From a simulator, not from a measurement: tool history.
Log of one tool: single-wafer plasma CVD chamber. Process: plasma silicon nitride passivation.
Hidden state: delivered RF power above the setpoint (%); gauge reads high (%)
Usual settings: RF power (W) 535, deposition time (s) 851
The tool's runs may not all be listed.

run,hour,RF power (W),deposition time (s),wafers since the last listed run,hours since the last RF generator calibration,hours since the showerhead was replaced,hours since the gauge calibration,"read-back reference wafer on the same gauge, thickness_nm",mean film thickness on the monitor wafer (Å)
1,0,535,851,0,1599.7,3360.4,299.6,1450.559,12567.04
2,60.3,535,851,189,1660,3420.7,359.9,1449.767,12583.45
3,102,535,851,131,1701.7,3462.4,401.6,1449.37,12541.68
4,203.2,535,851,318,1802.9,3563.6,502.8,1449.956,12538.78
# hour 218: gauge calibrated
5,256,535,851,166,1855.7,3616.4,38,1449.61,12542.78
6,302.9,535,851,147,1902.6,3663.3,84.9,1449.791,12510.27
7,360.4,535,851,181,1960.1,3720.8,142.4,1450.313,12503.36
# hour 392.3: RF generator calibrated
8,434.8,570,1013,209,42.5,3795.2,216.8,1450.029,15524.22
9,525.2,535,851,284,132.9,3885.6,307.2,1450.282,12755.89
# hour 590.9: showerhead replaced, of another model than before
10,607.8,580,902,234,215.5,16.9,389.8,1450.334,14016.44
11,689,535,916,255,296.7,98.1,471,1449.938,13683.58
# hour 700.2: gauge calibrated
12,751.3,460,731,196,359,160.4,51.1,1449.946,9999.49
13,812.6,570,974,192,420.3,221.7,112.4,1450.18,14942.86
14,888.4,605,851,238,496.1,297.5,188.2,1449.869,13481.07

Forecast each of these 3 alternatives for the next run:
A,889,535,851,1,496.7,298.1,188.8,?,?
B,889,435,851,1,496.7,298.1,188.8,?,?
C,889,630,851,1,496.7,298.1,188.8,?,?

run,"read-back reference wafer on the same gauge, thickness_nm",mean film thickness on the monitor wafer (Å)
A,1450.137,12665.39
B,1450.137,11272.27
C,1450.137,13720.81
Without the tool's hidden state the same runs would have given:
run,mean film thickness on the monitor wafer (Å)
A,12842.11
B,11429.55
C,13912.25
